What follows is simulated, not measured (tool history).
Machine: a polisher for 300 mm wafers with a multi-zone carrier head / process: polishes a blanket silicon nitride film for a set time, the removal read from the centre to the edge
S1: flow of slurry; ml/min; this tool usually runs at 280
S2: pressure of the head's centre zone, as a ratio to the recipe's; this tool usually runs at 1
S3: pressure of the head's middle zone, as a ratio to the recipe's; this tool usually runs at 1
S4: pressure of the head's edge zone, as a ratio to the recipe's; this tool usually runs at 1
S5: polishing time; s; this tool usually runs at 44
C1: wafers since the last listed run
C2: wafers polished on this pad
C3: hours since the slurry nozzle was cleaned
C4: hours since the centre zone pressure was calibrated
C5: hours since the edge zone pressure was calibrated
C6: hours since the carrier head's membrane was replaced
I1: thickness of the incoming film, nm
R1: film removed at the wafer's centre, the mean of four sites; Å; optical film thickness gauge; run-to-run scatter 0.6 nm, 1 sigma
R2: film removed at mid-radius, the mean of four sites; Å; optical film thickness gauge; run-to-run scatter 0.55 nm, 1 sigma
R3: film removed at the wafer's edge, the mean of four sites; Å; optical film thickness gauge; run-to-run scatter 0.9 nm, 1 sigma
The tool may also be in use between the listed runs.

| run | hour | S1 | S2 | S3 | S4 | S5 | C1 | C2 | C3 | C4 | C5 | C6 | I1 | R1 | R2 | R3 |
|---|---|---|---|---|---|---|---|---|---|---|---|---|---|---|---|---|
| 1 | 0 | 280 | 1 | 1 | 1 | 44 | 0 | 2368 | 89.1 | 387.2 | 75.6 | 1012.8 | 719.4 | 769 | 810 | 844 |
|  | 22.1 | worn pad replaced by a new one |
| 2 | 30.7 | 280 | 1 | 1 | 1 | 44 | 228 | 74 | 119.8 | 417.9 | 106.3 | 1043.5 | 724.1 | 759 | 812 | 811 |
| 3 | 85.7 | 280 | 1 | 1 | 1 | 44 | 470 | 544 | 174.8 | 472.9 | 161.3 | 1098.5 | 723.9 | 764 | 806 | 809 |
| 4 | 128.6 | 280 | 1 | 1 | 1 | 44 | 367 | 912 | 217.7 | 515.8 | 204.2 | 1141.4 | 732.4 | 763 | 821 | 813 |
| 5 | 177.2 | 280 | 1 | 1 | 1 | 44 | 416 | 1328 | 266.3 | 564.4 | 252.8 | 1190 | 725.9 | 764 | 804 | 804 |
| 6 | 241.2 | 280 | 1 | 1 | 1 | 32 | 547 | 1876 | 330.3 | 628.4 | 316.8 | 1254 | 745 | 554 | 591 | 596 |
| 7 | 300.9 | 280 | 1 | 1 | 1 | 44 | 511 | 2387 | 390 | 688.1 | 376.5 | 1313.7 | 721.2 | 753 | 805 | 828 |
|  | 330.1 | worn pad replaced by a new one |
| 8 | 362.9 | 280 | 1 | 1 | 1 | 44 | 496 | 280 | 452 | 750.1 | 438.5 | 1375.7 | 730.3 | 754 | 812 | 830 |
|  | 364.8 | slurry nozzle cleaned |
| 9 | 407.5 | 305 | 1 | 0.94 | 1 | 44 | 373 | 653 | 42.7 | 794.7 | 483.1 | 1420.3 | 735.1 | 759 | 782 | 832 |
| 10 | 431.6 | 280 | 1 | 1 | 1 | 54 | 206 | 860 | 66.8 | 818.8 | 507.2 | 1444.4 | 730.1 | 929 | 1005 | 982 |
| 11 | 459.4 | 280 | 1 | 1 | 1 | 44 | 238 | 1098 | 94.6 | 846.6 | 535 | 1472.2 | 733.7 | 755 | 810 | 807 |
|  | 497.8 | edge zone pressure recalibrated |
| 12 | 498.3 | 280 | 1 | 1 | 1 | 44 | 315 | 1414 | 133.5 | 885.5 | 0.5 | 1511.1 | 730.6 | 753 | 813 | 821 |
|  | 516.8 | carrier head's membrane replaced by a new one |
| 13 | 560.2 | 320 | 1 | 1 | 1 | 53 | 487 | 1901 | 195.4 | 947.4 | 62.4 | 43.4 | 739.9 | 903 | 979 | 987 |
|  | 571 | centre zone pressure recalibrated |
| 14 | 612.3 | 280 | 1 | 1 | 1 | 44 | 428 | 2330 | 247.5 | 41.3 | 114.5 | 95.5 | 717.5 | 789 | 807 | 810 |
|  | 648.2 | worn pad replaced by a new one |
| 15 | 681.5 | 280 | 1.07 | 1 | 0.92 | 44 | 558 | 285 | 316.7 | 110.5 | 183.7 | 164.7 | 740.7 | 836 | 807 | 794 |
| 16 | 729.7 | 245 | 0.89 | 0.9 | 0.94 | 44 | 412 | 697 | 364.9 | 158.7 | 231.9 | 212.9 | 726 | 696 | 737 | 797 |
| 17 | 795.5 | 195 | 1 | 0.94 | 1 | 44 | 563 | 1261 | 430.7 | 224.5 | 297.7 | 278.7 | 729.9 | 744 | 750 | 800 |
|  | 816.8 | slurry nozzle cleaned |
| 18 | 822.7 | 360 | 0.97 | 1 | 1.03 | 44 | 224 | 1485 | 5.9 | 251.7 | 324.9 | 305.9 | 713.8 | 763 | 818 | 846 |
| 19 | 854.7 | 205 | 1 | 1.05 | 1.04 | 34 | 273 | 1759 | 37.9 | 283.7 | 356.9 | 337.9 | 732.9 | 576 | 629 | 628 |

Run 20 comes next. What will it give?
| 20 | 925 | 280 | 1.05 | 1.12 | 1.05 | 36 | 601 | 2361 | 108.2 | 354 | 427.2 | 408.2 | 734.3 | ? | ? | ? |

R1: 646 Å
R2: 728 Å
R3: 707 Å
Had the tool carried no hidden state, the very same run would have given R1 696 Å, R2 728 Å, R3 707 Å.
